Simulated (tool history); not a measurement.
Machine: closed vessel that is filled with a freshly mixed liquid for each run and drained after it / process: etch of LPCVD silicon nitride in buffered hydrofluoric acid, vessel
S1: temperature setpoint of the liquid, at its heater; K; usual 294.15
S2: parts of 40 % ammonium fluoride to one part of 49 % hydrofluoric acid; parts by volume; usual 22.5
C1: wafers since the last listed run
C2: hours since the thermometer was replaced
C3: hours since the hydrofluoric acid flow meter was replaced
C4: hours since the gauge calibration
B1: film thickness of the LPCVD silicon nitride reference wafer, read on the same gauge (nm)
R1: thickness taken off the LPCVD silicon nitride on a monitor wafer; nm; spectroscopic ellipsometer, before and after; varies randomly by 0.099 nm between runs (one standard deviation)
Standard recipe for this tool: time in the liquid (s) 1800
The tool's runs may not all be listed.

{"run": 1, "day": 0.0, "S1": 294.15, "S2": 19.5, "time in the liquid (s)": 1800, "C1": 0, "C2": 2034.2, "C3": 1514.6, "C4": 937.6, "B1": 90.01, "R1": 13.84}
{"run": 2, "day": 2.05, "S1": 294.15, "S2": 19.5, "time in the liquid (s)": 1800, "C1": 1694, "C2": 2083.4, "C3": 1563.8, "C4": 986.8, "B1": 90.01, "R1": 13.77}
{"run": 3, "day": 5.008, "S1": 290.15, "S2": 18.5, "time in the liquid (s)": 1800, "C1": 2445, "C2": 2154.4, "C3": 1634.8, "C4": 1057.8, "B1": 89.98, "R1": 11.76}
{"run": 4, "day": 7.396, "S1": 290.15, "S2": 18.5, "time in the liquid (s)": 1800, "C1": 1973, "C2": 2211.7, "C3": 1692.1, "C4": 1115.1, "B1": 89.98, "R1": 11.55}
{"run": 5, "day": 9.696, "S1": 290.15, "S2": 18.5, "time in the liquid (s)": 1800, "C1": 1901, "C2": 2266.9, "C3": 1747.3, "C4": 1170.3, "B1": 90.02, "R1": 11.74}
{"run": 6, "day": 11.671, "S1": 297.15, "S2": 22.5, "time in the liquid (s)": 1800, "C1": 1632, "C2": 2314.3, "C3": 1794.7, "C4": 1217.7, "B1": 90.0, "R1": 14.76}
{"run": 7, "day": 13.479, "S1": 294.15, "S2": 29.5, "time in the liquid (s)": 1800, "C1": 1494, "C2": 2357.7, "C3": 1838.1, "C4": 1261.1, "B1": 90.0, "R1": 10.25}
{"run": 8, "day": 16.412, "S1": 294.15, "S2": 29.5, "time in the liquid (s)": 1800, "C1": 2425, "C2": 2428.1, "C3": 1908.5, "C4": 1331.5, "B1": 90.01, "R1": 10.5}
{"run": 9, "day": 17.692, "S1": 294.15, "S2": 29.5, "time in the liquid (s)": 1800, "C1": 1057, "C2": 2458.8, "C3": 1939.2, "C4": 1362.2, "B1": 89.97, "R1": 10.38}
{"run": 10, "day": 20.171, "S1": 294.15, "S2": 22.5, "time in the liquid (s)": 1800, "C1": 2049, "C2": 2518.3, "C3": 1998.7, "C4": 1421.7, "B1": 89.98, "R1": 12.53}
{"run": 11, "day": 22.992, "S1": 294.15, "S2": 22.5, "time in the liquid (s)": 1800, "C1": 2332, "C2": 2586.0, "C3": 2066.4, "C4": 1489.4, "B1": 90.0, "R1": 12.36}
{"day": 23.392, "done": "gauge calibrated"}
{"run": 12, "day": 25.925, "S1": 294.15, "S2": 22.5, "time in the liquid (s)": 1800, "C1": 2425, "C2": 2656.4, "C3": 2136.8, "C4": 60.8, "B1": 89.99, "R1": 12.6}
{"run": 13, "day": 27.554, "S1": 290.15, "S2": 16.0, "time in the liquid (s)": 1800, "C1": 1346, "C2": 2695.5, "C3": 2175.9, "C4": 99.9, "B1": 90.03, "R1": 13.39}
{"run": 14, "day": 29.242, "S1": 294.15, "S2": 29.0, "time in the liquid (s)": 1800, "C1": 1395, "C2": 2736.0, "C3": 2216.4, "C4": 140.4, "B1": 90.0, "R1": 10.34}
{"run": 15, "day": 30.912, "S1": 298.15, "S2": 22.5, "time in the liquid (s)": 1800, "C1": 1381, "C2": 2776.1, "C3": 2256.5, "C4": 180.5, "B1": 90.03, "R1": 15.27}
{"run": 16, "day": 32.362, "S1": 297.15, "S2": 18.5, "time in the liquid (s)": 2530, "C1": 1198, "C2": 2810.9, "C3": 2291.3, "C4": 215.3, "B1": 90.01, "R1": 24.28}
{"run": 17, "day": 34.646, "S1": 294.15, "S2": 22.5, "time in the liquid (s)": 1800, "C1": 1887, "C2": 2865.7, "C3": 2346.1, "C4": 270.1, "B1": 90.0, "R1": 12.54}
{"run": 18, "day": 36.192, "S1": 294.15, "S2": 22.5, "time in the liquid (s)": 1485, "C1": 1277, "C2": 2902.8, "C3": 2383.2, "C4": 307.2, "B1": 89.98, "R1": 10.23}
{"run": 19, "day": 37.679, "S1": 294.15, "S2": 22.5, "time in the liquid (s)": 1800, "C1": 1229, "C2": 2938.5, "C3": 2418.9, "C4": 342.9, "B1": 90.01, "R1": 12.47}
{"day": 37.746, "done": "hydrofluoric acid flow meter replaced"}
{"run": 20, "day": 39.588, "S1": 292.15, "S2": 22.5, "time in the liquid (s)": 1105, "C1": 1543, "C2": 2984.3, "C3": 44.2, "C4": 388.7, "B1": 90.02, "R1": 6.76}
{"day": 40.258, "done": "thermometer replaced"}
{"run": 21, "day": 41.567, "S1": 290.65, "S2": 14.5, "time in the liquid (s)": 890, "C1": 1601, "C2": 31.4, "C3": 91.7, "C4": 436.2, "B1": 89.99, "R1": 7.62}
{"run": 22, "day": 47.238, "S1": 294.15, "S2": 22.5, "time in the liquid (s)": 2730, "C1": 4688, "C2": 167.5, "C3": 227.8, "C4": 572.3, "B1": 89.99, "R1": 18.97}
{"run": 23, "day": 49.104, "S1": 291.65, "S2": 30.0, "time in the liquid (s)": 1335, "C1": 1543, "C2": 212.3, "C3": 272.6, "C4": 617.1, "B1": 90.0, "R1": 6.55}
{"run": 24, "day": 51.7, "S1": 294.15, "S2": 29.0, "time in the liquid (s)": 1800, "C1": 2146, "C2": 274.6, "C3": 334.9, "C4": 679.4, "B1": 89.97, "R1": 10.39}
{"run": 25, "day": 54.696, "S1": 294.15, "S2": 29.5, "time in the liquid (s)": 1800, "C1": 2476, "C2": 346.5, "C3": 406.8, "C4": 751.3, "B1": 90.0, "R1": 10.28}
{"run": 26, "day": 56.375, "S1": 294.15, "S2": 22.5, "time in the liquid (s)": 1800, "C1": 1388, "C2": 386.8, "C3": 447.1, "C4": 791.6, "B1": 90.0, "R1": 12.43}
{"run": 27, "day": 65.038, "S1": 295.65, "S2": 22.5, "time in the liquid (s)": 1800, "C1": 7161, "C2": 594.7, "C3": 655.0, "C4": 999.5, "B1": 90.01, "R1": 13.67}
{"run": 28, "day": 66.388, "S1": 295.65, "S2": 19.5, "time in the liquid (s)": 775, "C1": 1116, "C2": 627.1, "C3": 687.4, "C4": 1031.9, "B1": 89.98, "R1": 6.42}

3 options for the next run, each taken on its own from the tool as it stands now. Forecast them:
{"run": "A", "day": 66.438, "S1": 294.15, "S2": 22.5, "time in the liquid (s)": 1800, "C1": 41, "C2": 628.3, "C3": 688.6, "C4": 1033.1, "B1": "?", "R1": "?"}
{"run": "B", "day": 66.438, "S1": 296.15, "S2": 14.5, "time in the liquid (s)": 920, "C1": 41, "C2": 628.3, "C3": 688.6, "C4": 1033.1, "B1": "?", "R1": "?"}
{"run": "C", "day": 66.438, "S1": 295.65, "S2": 30.0, "time in the liquid (s)": 2825, "C1": 41, "C2": 628.3, "C3": 688.6, "C4": 1033.1, "B1": "?", "R1": "?"}

run=A B1=89.99 R1=12.46
run=B B1=89.99 R1=10.59
run=C B1=89.99 R1=17.43
What these runs would have given with no unlogged condition in the tool:
run=A R1=12.46
run=B R1=10.59
run=C R1=17.43
